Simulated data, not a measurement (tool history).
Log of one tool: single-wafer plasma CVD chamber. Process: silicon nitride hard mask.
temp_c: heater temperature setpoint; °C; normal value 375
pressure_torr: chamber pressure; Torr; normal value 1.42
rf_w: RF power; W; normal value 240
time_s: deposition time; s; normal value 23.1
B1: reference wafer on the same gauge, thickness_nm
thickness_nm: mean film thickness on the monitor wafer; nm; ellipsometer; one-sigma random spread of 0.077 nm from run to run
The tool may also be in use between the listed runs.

{"run": 1, "hour": 0.0, "temp_c": 375, "pressure_torr": 1.26, "rf_w": 240, "time_s": 23.1, "B1": 26.878, "thickness_nm": 22.649}
{"run": 2, "hour": 104.2, "temp_c": 375, "pressure_torr": 1.26, "rf_w": 240, "time_s": 23.1, "B1": 26.887, "thickness_nm": 22.695}
{"run": 3, "hour": 189.4, "temp_c": 375, "pressure_torr": 1.42, "rf_w": 240, "time_s": 23.1, "B1": 26.912, "thickness_nm": 23.878}
{"run": 4, "hour": 264.8, "temp_c": 375, "pressure_torr": 1.42, "rf_w": 240, "time_s": 20.1, "B1": 26.917, "thickness_nm": 20.634}
{"run": 5, "hour": 327.5, "temp_c": 375, "pressure_torr": 1.42, "rf_w": 240, "time_s": 20.1, "B1": 26.913, "thickness_nm": 20.696}
{"hour": 402.6, "done": "showerhead replaced"}
{"run": 6, "hour": 425.4, "temp_c": 375, "pressure_torr": 1.42, "rf_w": 240, "time_s": 23.1, "B1": 26.901, "thickness_nm": 23.894}
{"run": 7, "hour": 471.6, "temp_c": 375, "pressure_torr": 1.42, "rf_w": 240, "time_s": 23.1, "B1": 26.889, "thickness_nm": 23.811}
{"hour": 642.4, "done": "thermocouple changed; heater temperature recalibrated"}
{"hour": 655.3, "done": "capacitance manometer re-zeroed and calibrated"}
{"run": 8, "hour": 655.8, "temp_c": 363, "pressure_torr": 1.42, "rf_w": 240, "time_s": 23.1, "B1": 26.904, "thickness_nm": 23.278}
{"run": 9, "hour": 762.8, "temp_c": 375, "pressure_torr": 1.26, "rf_w": 240, "time_s": 23.1, "B1": 26.888, "thickness_nm": 22.106}
{"run": 10, "hour": 853.7, "temp_c": 375, "pressure_torr": 1.63, "rf_w": 215, "time_s": 26.7, "B1": 26.897, "thickness_nm": 25.173}
{"run": 11, "hour": 935.4, "temp_c": 375, "pressure_torr": 1.23, "rf_w": 220, "time_s": 21.3, "B1": 26.893, "thickness_nm": 18.56}
{"run": 12, "hour": 1028.5, "temp_c": 375, "pressure_torr": 1.28, "rf_w": 215, "time_s": 25.9, "B1": 26.906, "thickness_nm": 22.414}
{"run": 13, "hour": 1100.1, "temp_c": 390, "pressure_torr": 1.55, "rf_w": 240, "time_s": 24.5, "B1": 26.882, "thickness_nm": 24.972}
{"run": 14, "hour": 1201.2, "temp_c": 362, "pressure_torr": 1.42, "rf_w": 240, "time_s": 23.1, "B1": 26.912, "thickness_nm": 23.202}
{"run": 15, "hour": 1291.4, "temp_c": 375, "pressure_torr": 1.42, "rf_w": 240, "time_s": 23.1, "B1": 26.902, "thickness_nm": 23.064}
{"run": 16, "hour": 1369.2, "temp_c": 375, "pressure_torr": 1.42, "rf_w": 240, "time_s": 23.1, "B1": 26.911, "thickness_nm": 23.107}
{"hour": 1472.3, "done": "RF generator calibrated"}
{"run": 17, "hour": 1472.8, "temp_c": 375, "pressure_torr": 1.42, "rf_w": 240, "time_s": 23.1, "B1": 26.915, "thickness_nm": 23.33}
{"run": 18, "hour": 1512.7, "temp_c": 361, "pressure_torr": 1.25, "rf_w": 240, "time_s": 23.1, "B1": 26.916, "thickness_nm": 22.529}
{"hour": 1526.4, "done": "gauge calibrated"}
{"run": 19, "hour": 1617.9, "temp_c": 375, "pressure_torr": 1.42, "rf_w": 240, "time_s": 23.1, "B1": 26.889, "thickness_nm": 23.349}
{"run": 20, "hour": 1713.2, "temp_c": 375, "pressure_torr": 1.32, "rf_w": 240, "time_s": 19.8, "B1": 26.915, "thickness_nm": 19.455}
{"run": 21, "hour": 1772.0, "temp_c": 375, "pressure_torr": 1.42, "rf_w": 240, "time_s": 23.1, "B1": 26.896, "thickness_nm": 23.593}
{"run": 22, "hour": 1820.9, "temp_c": 375, "pressure_torr": 1.55, "rf_w": 265, "time_s": 25.7, "B1": 26.905, "thickness_nm": 29.199}
{"run": 23, "hour": 1894.1, "temp_c": 375, "pressure_torr": 1.62, "rf_w": 215, "time_s": 23.1, "B1": 26.903, "thickness_nm": 22.095}
{"run": 24, "hour": 1952.4, "temp_c": 363, "pressure_torr": 1.7, "rf_w": 200, "time_s": 26.4, "B1": 26.891, "thickness_nm": 23.9}
{"run": 25, "hour": 2035.7, "temp_c": 368, "pressure_torr": 1.42, "rf_w": 240, "time_s": 23.1, "B1": 26.885, "thickness_nm": 23.501}
{"run": 26, "hour": 2139.5, "temp_c": 375, "pressure_torr": 1.42, "rf_w": 275, "time_s": 23.1, "B1": 26.888, "thickness_nm": 26.338}
{"run": 27, "hour": 2220.8, "temp_c": 375, "pressure_torr": 1.42, "rf_w": 240, "time_s": 23.1, "B1": 26.906, "thickness_nm": 23.443}

Alternative continuations, all from the tool just after run 27; predict every row:
{"run": "A", "hour": 2221.2, "temp_c": 375, "pressure_torr": 1.42, "rf_w": 255, "time_s": 23.1, "B1": "?", "thickness_nm": "?"}
{"run": "B", "hour": 2221.2, "temp_c": 369, "pressure_torr": 1.15, "rf_w": 220, "time_s": 24.6, "B1": "?", "thickness_nm": "?"}
{"run": "C", "hour": 2221.2, "temp_c": 365, "pressure_torr": 1.65, "rf_w": 240, "time_s": 23.1, "B1": "?", "thickness_nm": "?"}
{"run": "D", "hour": 2221.2, "temp_c": 375, "pressure_torr": 1.42, "rf_w": 240, "time_s": 26.0, "B1": "?", "thickness_nm": "?"}
{"run": "E", "hour": 2221.2, "temp_c": 360, "pressure_torr": 1.57, "rf_w": 280, "time_s": 19.8, "B1": "?", "thickness_nm": "?"}

run=A B1=26.909 thickness_nm=24.752
run=B B1=26.909 thickness_nm=21.362
run=C B1=26.909 thickness_nm=24.778
run=D B1=26.909 thickness_nm=26.402
run=E B1=26.909 thickness_nm=23.933
Take away the tool's hidden state, keep each run's random variation, and the runs would have read:
run=A thickness_nm=24.761
run=B thickness_nm=21.361
run=C thickness_nm=24.798
run=D thickness_nm=26.412
run=E thickness_nm=23.940
